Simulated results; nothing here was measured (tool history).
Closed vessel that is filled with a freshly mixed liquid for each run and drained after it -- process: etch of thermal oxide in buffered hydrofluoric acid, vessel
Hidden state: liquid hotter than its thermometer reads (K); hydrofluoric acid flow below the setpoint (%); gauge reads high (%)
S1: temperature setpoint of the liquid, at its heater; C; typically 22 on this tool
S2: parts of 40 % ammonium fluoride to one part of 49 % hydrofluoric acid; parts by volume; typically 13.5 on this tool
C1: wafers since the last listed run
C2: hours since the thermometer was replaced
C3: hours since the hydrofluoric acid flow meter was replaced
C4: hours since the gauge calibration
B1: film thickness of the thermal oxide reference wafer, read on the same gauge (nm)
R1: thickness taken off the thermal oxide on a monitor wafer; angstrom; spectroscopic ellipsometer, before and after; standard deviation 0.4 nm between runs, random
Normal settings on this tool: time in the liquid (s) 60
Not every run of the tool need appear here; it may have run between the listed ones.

{"run": 1, "day": 0.0, "S1": 18.5, "S2": 13.5, "time in the liquid (s)": 40, "C1": 0, "C2": 1920.6, "C3": 1157.9, "C4": 1035.8, "B1": 40, "R1": 277.9}
{"day": 0.092, "done": "hydrofluoric acid flow meter replaced"}
{"run": 2, "day": 1.167, "S1": 22, "S2": 11, "time in the liquid (s)": 60, "C1": 1719, "C2": 1948.6, "C3": 25.8, "C4": 1063.8, "B1": 39.99, "R1": 623.4}
{"run": 3, "day": 1.85, "S1": 22, "S2": 11, "time in the liquid (s)": 60, "C1": 1044, "C2": 1965, "C3": 42.2, "C4": 1080.2, "B1": 39.98, "R1": 616.7}
{"run": 4, "day": 3.208, "S1": 22, "S2": 11, "time in the liquid (s)": 60, "C1": 2076, "C2": 1997.6, "C3": 74.8, "C4": 1112.8, "B1": 40, "R1": 616.2}
{"run": 5, "day": 4.642, "S1": 22, "S2": 13.5, "time in the liquid (s)": 60, "C1": 2191, "C2": 2032, "C3": 109.2, "C4": 1147.2, "B1": 40.02, "R1": 510.1}
{"run": 6, "day": 5.388, "S1": 22, "S2": 13.5, "time in the liquid (s)": 60, "C1": 1140, "C2": 2049.9, "C3": 127.1, "C4": 1165.1, "B1": 40, "R1": 511.1}
{"run": 7, "day": 6.4, "S1": 22, "S2": 13.5, "time in the liquid (s)": 60, "C1": 1547, "C2": 2074.2, "C3": 151.4, "C4": 1189.4, "B1": 39.99, "R1": 506.7}
{"day": 6.875, "done": "gauge calibrated"}
{"run": 8, "day": 7.246, "S1": 22, "S2": 13.5, "time in the liquid (s)": 60, "C1": 1292, "C2": 2094.5, "C3": 171.7, "C4": 8.9, "B1": 40.02, "R1": 505.3}
{"run": 9, "day": 8.708, "S1": 22, "S2": 13.5, "time in the liquid (s)": 60, "C1": 2235, "C2": 2129.6, "C3": 206.8, "C4": 44, "B1": 39.99, "R1": 509.2}
{"run": 10, "day": 9.321, "S1": 24, "S2": 13.5, "time in the liquid (s)": 85, "C1": 936, "C2": 2144.3, "C3": 221.5, "C4": 58.7, "B1": 39.99, "R1": 803.3}
{"day": 9.875, "done": "thermometer replaced"}
{"run": 11, "day": 10.367, "S1": 22, "S2": 13.5, "time in the liquid (s)": 60, "C1": 1535, "C2": 11.8, "C3": 246.6, "C4": 83.8, "B1": 39.99, "R1": 467.4}
{"run": 12, "day": 11.829, "S1": 18, "S2": 13.5, "time in the liquid (s)": 90, "C1": 2235, "C2": 46.9, "C3": 281.7, "C4": 118.9, "B1": 40, "R1": 559.3}
{"run": 13, "day": 12.429, "S1": 19, "S2": 18, "time in the liquid (s)": 40, "C1": 917, "C2": 61.3, "C3": 296.1, "C4": 133.3, "B1": 40.02, "R1": 199.2}
{"run": 14, "day": 16.35, "S1": 18.5, "S2": 13.5, "time in the liquid (s)": 40, "C1": 5993, "C2": 155.4, "C3": 390.2, "C4": 227.4, "B1": 40.01, "R1": 261.5}
{"run": 15, "day": 17.483, "S1": 22, "S2": 13.5, "time in the liquid (s)": 60, "C1": 1732, "C2": 182.6, "C3": 417.4, "C4": 254.6, "B1": 40, "R1": 480.1}
{"run": 16, "day": 18.042, "S1": 19, "S2": 13.5, "time in the liquid (s)": 60, "C1": 853, "C2": 196, "C3": 430.8, "C4": 268, "B1": 40, "R1": 403.8}
{"run": 17, "day": 19.029, "S1": 22, "S2": 13.5, "time in the liquid (s)": 60, "C1": 1509, "C2": 219.7, "C3": 454.5, "C4": 291.7, "B1": 40, "R1": 480.2}
{"run": 18, "day": 20.2, "S1": 17, "S2": 13.5, "time in the liquid (s)": 90, "C1": 1789, "C2": 247.8, "C3": 482.6, "C4": 319.8, "B1": 40.01, "R1": 536.9}
{"run": 19, "day": 21.408, "S1": 19, "S2": 16.5, "time in the liquid (s)": 45, "C1": 1847, "C2": 276.8, "C3": 511.6, "C4": 348.8, "B1": 39.99, "R1": 242.7}
{"run": 20, "day": 22.504, "S1": 22, "S2": 8.5, "time in the liquid (s)": 60, "C1": 1675, "C2": 303.1, "C3": 537.9, "C4": 375.1, "B1": 40.01, "R1": 725.3}
{"run": 21, "day": 23.312, "S1": 25, "S2": 13.5, "time in the liquid (s)": 60, "C1": 1235, "C2": 322.5, "C3": 557.3, "C4": 394.5, "B1": 40.01, "R1": 562.3}
{"run": 22, "day": 23.842, "S1": 24, "S2": 13.5, "time in the liquid (s)": 75, "C1": 808, "C2": 335.2, "C3": 570, "C4": 407.2, "B1": 39.99, "R1": 662.8}
{"run": 23, "day": 25.229, "S1": 19.5, "S2": 13.5, "time in the liquid (s)": 90, "C1": 2121, "C2": 368.5, "C3": 603.3, "C4": 440.5, "B1": 39.99, "R1": 624.4}
{"run": 24, "day": 26.254, "S1": 18.5, "S2": 13.5, "time in the liquid (s)": 60, "C1": 1566, "C2": 393.1, "C3": 627.9, "C4": 465.1, "B1": 40.01, "R1": 394.4}
{"run": 25, "day": 27.171, "S1": 23.5, "S2": 18, "time in the liquid (s)": 80, "C1": 1401, "C2": 415.1, "C3": 649.9, "C4": 487.1, "B1": 39.99, "R1": 510.4}
{"run": 26, "day": 27.779, "S1": 22, "S2": 13.5, "time in the liquid (s)": 60, "C1": 929, "C2": 429.7, "C3": 664.5, "C4": 501.7, "B1": 39.99, "R1": 482.1}
{"run": 27, "day": 28.342, "S1": 26.5, "S2": 8.5, "time in the liquid (s)": 90, "C1": 859, "C2": 443.2, "C3": 678, "C4": 515.2, "B1": 40, "R1": 1393.8}
{"run": 28, "day": 29.042, "S1": 22, "S2": 13.5, "time in the liquid (s)": 60, "C1": 1070, "C2": 460, "C3": 694.8, "C4": 532, "B1": 40, "R1": 485.5}
{"run": 29, "day": 29.942, "S1": 22, "S2": 13.5, "time in the liquid (s)": 60, "C1": 1375, "C2": 481.6, "C3": 716.4, "C4": 553.6, "B1": 40, "R1": 475.6}
{"run": 30, "day": 30.871, "S1": 22, "S2": 13.5, "time in the liquid (s)": 30, "C1": 1420, "C2": 503.9, "C3": 738.7, "C4": 575.9, "B1": 40.01, "R1": 237.4}
{"run": 31, "day": 32.117, "S1": 25, "S2": 12, "time in the liquid (s)": 50, "C1": 1904, "C2": 533.8, "C3": 768.6, "C4": 605.8, "B1": 39.99, "R1": 524.8}
{"run": 32, "day": 33.346, "S1": 22, "S2": 13.5, "time in the liquid (s)": 60, "C1": 1878, "C2": 563.3, "C3": 798.1, "C4": 635.3, "B1": 40.03, "R1": 479.5}

Branching from run 32: 5 alternative next runs. What would each branch give?
{"run": "A", "day": 33.375, "S1": 22, "S2": 13.5, "time in the liquid (s)": 85, "C1": 44, "C2": 564, "C3": 798.8, "C4": 636, "B1": "?", "R1": "?"}
{"run": "B", "day": 33.375, "S1": 22, "S2": 18, "time in the liquid (s)": 60, "C1": 44, "C2": 564, "C3": 798.8, "C4": 636, "B1": "?", "R1": "?"}
{"run": "C", "day": 33.375, "S1": 22, "S2": 12, "time in the liquid (s)": 60, "C1": 44, "C2": 564, "C3": 798.8, "C4": 636, "B1": "?", "R1": "?"}
{"run": "D", "day": 33.375, "S1": 22, "S2": 13.5, "time in the liquid (s)": 75, "C1": 44, "C2": 564, "C3": 798.8, "C4": 636, "B1": "?", "R1": "?"}
{"run": "E", "day": 33.375, "S1": 19.5, "S2": 12, "time in the liquid (s)": 85, "C1": 44, "C2": 564, "C3": 798.8, "C4": 636, "B1": "?", "R1": "?"}

run=A B1=40.02 R1=667.5
run=B B1=40.02 R1=355
run=C B1=40.02 R1=528.8
run=D B1=40.02 R1=589
run=E B1=40.02 R1=651.9
Without the tool's hidden state the same runs would have given:
run=A R1=654.4
run=B R1=348
run=C R1=518.4
run=D R1=577.4
run=E R1=638.9
